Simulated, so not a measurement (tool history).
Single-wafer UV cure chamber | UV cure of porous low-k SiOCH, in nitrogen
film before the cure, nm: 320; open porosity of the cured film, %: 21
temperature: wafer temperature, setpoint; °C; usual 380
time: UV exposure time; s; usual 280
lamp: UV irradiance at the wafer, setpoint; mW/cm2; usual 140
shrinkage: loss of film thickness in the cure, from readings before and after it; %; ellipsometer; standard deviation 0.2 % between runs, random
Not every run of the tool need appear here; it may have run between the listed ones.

Run 1, hour 0: usual settings but temperature 388 °C. Result: shrinkage 13.999 %.
Run 2, hour 60: usual settings but temperature 371 °C, time 390 s. Result: shrinkage 15.475 %.
Run 3, hour 117.8: usual settings but temperature 371 °C, time 390 s. Result: shrinkage 14.855 %.
Run 4, hour 186.5: usual settings but temperature 396 °C, time 350 s. Result: shrinkage 14.721 %.
Run 5, hour 225: usual settings. Result: shrinkage 13.531 %.
Run 6, hour 249.6: usual settings. Result: shrinkage 13.477 %.
Run 7, hour 288.8: usual settings but time 245 s. Result: shrinkage 13.008 %.
Run 8, hour 321.6: usual settings but time 245 s. Result: shrinkage 12.569 %.
Run 9, hour 371.5: usual settings. Result: shrinkage 13.162 %.
At hour 426.7: quartz window cleaned.
Run 10, hour 435.3: usual settings. Result: shrinkage 14.089 %.
Run 11, hour 489.1: usual settings. Result: shrinkage 13.963 %.
Run 12, hour 555.5: usual settings. Result: shrinkage 14.345 %.
At hour 578.6: UV bulbs replaced.
Run 13, hour 585.4: usual settings. Result: shrinkage 14.304 %.
Run 14, hour 629.2: usual settings but temperature 368 °C, lamp 173 mW/cm2. Result: shrinkage 15.151 %.
Run 15, hour 661.3: usual settings but temperature 372 °C, time 395 s, lamp 155 mW/cm2. Result: shrinkage 15.715 %.
Run 16, hour 718.6: usual settings. Result: shrinkage 13.71 %.
Run 17, hour 772.8: usual settings but temperature 373 °C, time 190 s. Result: shrinkage 12.153 %.
Run 18, hour 844.8: usual settings but temperature 397 °C. Result: shrinkage 14.065 %.
Run 19, hour 903.8: usual settings but temperature 389 °C, time 335 s, lamp 101 mW/cm2. Result: shrinkage 13.213 %.
Run 20, hour 930.6: usual settings but temperature 373 °C, time 190 s. Result: shrinkage 11.959 %.
Run 21, hour 988.4: usual settings but temperature 363 °C, time 170 s, lamp 168 mW/cm2. Result: shrinkage 11.618 %.
Run 22, hour 1024: usual settings but temperature 392 °C, time 220 s, lamp 111 mW/cm2. Result: shrinkage 12.115 %.
Run 23, hour 1099.2: usual settings but time 160 s, lamp 102 mW/cm2. Result: shrinkage 9.639 %.
Run 24, hour 1153.3: usual settings but time 160 s, lamp 102 mW/cm2. Result: shrinkage 9.521 %.
Run 25, hour 1223: usual settings. Result: shrinkage 13.444 %.
Run 26, hour 1284.7: usual settings but temperature 398 °C. Result: shrinkage 13.481 %.
Run 27, hour 1355.1: usual settings. Result: shrinkage 13.504 %.

Give the tool's hidden conditions for every run:
lamp output below its setpoint, %: 0 in every run
H1: transmission lost against a clean window, %
run     H1
  1   13.4
  2   14.6
  3   15.8
  4   17.1
  5   17.9
  6   18.4
  7   19.2
  8   19.8
  9   20.8
 10  0.633
 11    1.7
 12   3.02
 13   3.61
 14   4.48
 15   5.11
 16   6.25
 17   7.32
 18   8.75
 19   9.92
 20   10.5
 21   11.6
 22   12.3
 23   13.8
 24   14.9
 25   16.2
 26   17.5
 27   18.9
